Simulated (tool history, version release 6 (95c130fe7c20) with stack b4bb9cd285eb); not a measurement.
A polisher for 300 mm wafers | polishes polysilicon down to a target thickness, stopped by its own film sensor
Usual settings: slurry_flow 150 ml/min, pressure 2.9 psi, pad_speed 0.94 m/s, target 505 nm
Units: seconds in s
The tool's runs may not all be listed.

run	hour	slurry_flow	pressure	pad_speed	target	wafers since the last listed run	wafers polished on this pad	hours since the slurry nozzle was cleaned	hours since the head pressure was calibrated	incoming thickness of the incoming film, nm	seconds
1	0.0	150	2.9	0.94	505	0	142	484.0	193.7	1040.2	60.0
2	13.4	150	2.9	0.94	505	119	261	497.4	207.1	1043.5	60.6
3	23.2	150	2.9	0.94	505	87	348	507.2	216.9	1020.3	60.0
4	39.0	150	2.9	0.94	505	140	489	523.0	232.7	1032.4	61.7
5	47.5	150	2.9	0.94	455	75	564	531.5	241.2	1042.5	69.6
6	55.8	150	2.9	0.94	455	73	638	539.8	249.5	1041.7	69.6
7	67.2	150	2.5	0.94	505	101	739	551.2	260.9	1043.1	73.9
8	73.4	150	2.9	0.94	505	55	795	557.4	267.1	1031.8	65.6
# hour 79.6: worn pad replaced by a new one
9	85.7	120	2.9	0.94	505	73	53	569.7	279.4	1018.7	57.9
10	101.7	120	2.9	0.94	505	142	196	585.7	295.4	1035.4	60.2
11	113.2	150	2.9	0.94	366	102	298	597.2	306.9	1022.5	72.6
12	128.9	150	2.9	0.94	505	139	437	612.9	322.6	1036.6	61.7
# hour 138.4: head pressure recalibrated
13	138.9	150	2.9	0.94	505	71	508	622.9	0.5	1038.4	61.9
14	145.8	150	3.2	0.94	505	61	570	629.8	7.4	1032.3	56.9
15	161.4	150	3.2	0.94	505	138	708	645.4	23.0	1034.8	56.3
# hour 171.0: slurry nozzle cleaned
16	177.7	150	3.2	0.94	505	135	844	6.7	39.3	1007.0	55.8
# hour 187.8: worn pad replaced by a new one
17	188.3	180	2.5	0.74	336	58	4	17.3	49.9	1037.0	99.8
18	196.2	150	2.9	0.94	505	70	74	25.2	57.8	1035.3	57.7
19	209.7	150	2.9	0.74	505	119	194	38.7	71.3	1038.2	68.7
20	219.8	175	2.9	0.82	505	89	284	48.8	81.4	1031.9	64.3
21	226.8	110	3.6	0.66	650	62	346	55.8	88.4	1026.0	44.4
22	239.7	150	2.9	0.94	505	114	461	68.7	101.3	1031.9	59.2
23	247.9	125	2.3	1.10	422	72	533	76.9	109.5	1022.8	78.8
24	256.1	180	2.3	0.94	505	72	606	85.1	117.7	1025.2	72.9
25	266.7	190	2.9	0.94	351	94	701	95.7	128.3	1030.2	81.0
26	284.6	195	2.0	1.16	343	159	860	113.6	146.2	1018.9	97.1
# hour 311.1: worn pad replaced by a new one, of another model than before
27	314.7	150	2.9	0.94	505	231	32	143.7	176.3	1023.9	56.8
28	325.9	130	2.9	0.78	585	99	131	154.9	187.5	1011.3	57.3
29	341.8	200	2.9	0.94	505	141	273	170.8	203.4	1037.7	58.3
30	355.9	125	3.9	0.94	505	125	398	184.9	217.5	1013.0	50.9
31	369.0	150	3.4	0.94	505	116	514	198.0	230.6	1021.8	55.5
32	402.8	120	3.7	1.04	505	300	815	231.8	264.4	1031.2	53.0
# hour 416.8: worn pad replaced by a new one
33	417.3	150	2.9	0.94	505	93	4	246.3	278.9	1018.8	54.4
34	457.5	115	2.6	0.94	338	357	361	286.5	319.1	1025.4	85.9
35	467.7	130	2.9	1.10	505	90	452	296.7	329.3	1023.1	54.2
36	480.9	150	2.4	0.94	336	117	569	309.9	342.5	1026.9	91.0
# hour 493.0: head pressure recalibrated
37	495.3	150	2.1	0.94	505	110	679	324.3	2.3	1030.8	73.6

Hidden state or all else? Some run-to-run changes of seconds, split into what the settings, what came in and random variation would give without the hidden state, and what is left for the hidden state (with any gauge scatter that isn't in both results):
The hidden state here: removal rate lost through wear of the pad, %; slurry flow missing at the pad, %; deviation of the head's pressure from its setpoint, %.
Run 8 -> 9: slurry_flow 150 -> 120, worn pad replaced by a new one. seconds -7.7 s: hidden state -6.3, all else -1.4.
Run 16 -> 17: slurry_flow 150 -> 180, pressure 3.2 -> 2.5, pad_speed 0.94 -> 0.74, target 505 -> 336, worn pad replaced by a new one. seconds +44.0 s: hidden state -5.6, all else +49.6.
Run 17 -> 18: slurry_flow 180 -> 150, pressure 2.5 -> 2.9, pad_speed 0.74 -> 0.94, target 336 -> 505. seconds -42.1 s: hidden state +0.1, all else -42.2.
Run 26 -> 27: slurry_flow 195 -> 150, pressure 2.0 -> 2.9, pad_speed 1.16 -> 0.94, target 343 -> 505, worn pad replaced by a new one, of another model than before. seconds -40.3 s: hidden state -10.0, all else -30.3.
Run 32 -> 33: slurry_flow 120 -> 150, pressure 3.7 -> 2.9, pad_speed 1.04 -> 0.94, worn pad replaced by a new one. seconds +1.4 s: hidden state -6.1, all else +7.5.
